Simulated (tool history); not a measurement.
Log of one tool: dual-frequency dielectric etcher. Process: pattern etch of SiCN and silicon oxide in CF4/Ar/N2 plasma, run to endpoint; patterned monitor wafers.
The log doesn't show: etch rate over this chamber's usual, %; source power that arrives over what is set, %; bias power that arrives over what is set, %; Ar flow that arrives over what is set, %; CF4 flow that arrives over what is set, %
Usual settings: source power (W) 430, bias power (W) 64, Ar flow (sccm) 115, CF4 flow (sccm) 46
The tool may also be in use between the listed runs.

run   hour  source power (W)  bias power (W)  Ar flow (sccm)  CF4 flow (sccm)  wafers since the last listed run  hours since the last wet clean  hours since the last source power generator calibration  hours since the last bias power generator calibration  hours since the last Ar flow controller change  hours since the last CF4 flow controller change  hours since the last upper electrode change  incoming incoming film thickness, nm  endpoint time (s)
  1      0               430              76             115               46                                 0                           342.5                                                     4528                                                 1372.2                                          2133.7                                           2424.6                                       2995.4                                 14.43               20.6
  2   12.6               430              64             115               46                               140                           355.1                                                   4540.6                                                 1384.8                                          2146.3                                           2437.2                                         3008                                 14.48               21.8
  3   26.8               430              64             115               46                               158                           369.3                                                   4554.8                                                   1399                                          2160.5                                           2451.4                                       3022.2                                 14.51               22.1
      56.2  -- upper electrode replaced
  4   56.7               430              64             115               46                                65                           399.2                                                   4584.7                                                 1428.9                                          2190.4                                           2481.3                                          0.5                                 14.52               22.5
  5     57               410              64             115               46                                 3                           399.5                                                     4585                                                 1429.2                                          2190.7                                           2481.6                                          0.8                                  14.4                 23
  6   63.8               430              64             115               46                                75                           406.3                                                   4591.8                                                   1436                                          2197.5                                           2488.4                                          7.6                                 14.46                 22
      75.5  -- CF4 flow controller replaced
  7   78.5               430              64             115               46                                97                             421                                                   4606.5                                                 1450.7                                          2212.2                                                3                                         22.3                                  14.5               22.2
      83.5  -- source power generator calibrated
      87.4  -- Ar flow controller replaced
     108.4  -- wet clean of the chamber
  8  108.9               430              64             115               46                                16                             0.5                                                     25.4                                                 1481.1                                            21.5                                             33.4                                         52.7                                 14.59               20.9
  9  109.2               430              64             115               46                                 3                             0.8                                                     25.7                                                 1481.4                                            21.8                                             33.7                                           53                                 14.37               20.5
     118.1  -- bias power generator calibrated
 10  120.7               330              64             115               41                                83                            12.3                                                     37.2                                                    2.6                                            33.3                                             45.2                                         64.5                                 14.45               27.3
 11  133.9               320              71             115               35                               147                            25.5                                                     50.4                                                   15.8                                            46.5                                             58.4                                         77.7                                 14.49               27.8
 12  149.5               360              64             115               46                               174                            41.1                                                       66                                                   31.4                                            62.1                                               74                                         93.3                                 14.49               24.8
 13  162.1               330              55             115               46                               140                            53.7                                                     78.6                                                     44                                            74.7                                             86.6                                        105.9                                 14.53               28.4

The next listed run, before its measurement:
 14  169.3               430              80             103               56                                80                            60.9                                                     85.8                                                   51.2                                            81.9                                             93.8                                        113.1                                 14.41                  ?

{"run 14": {"endpoint time (s)": 18.5}}
Without the tool's hidden state the same run would have given endpoint time (s) 18.5.
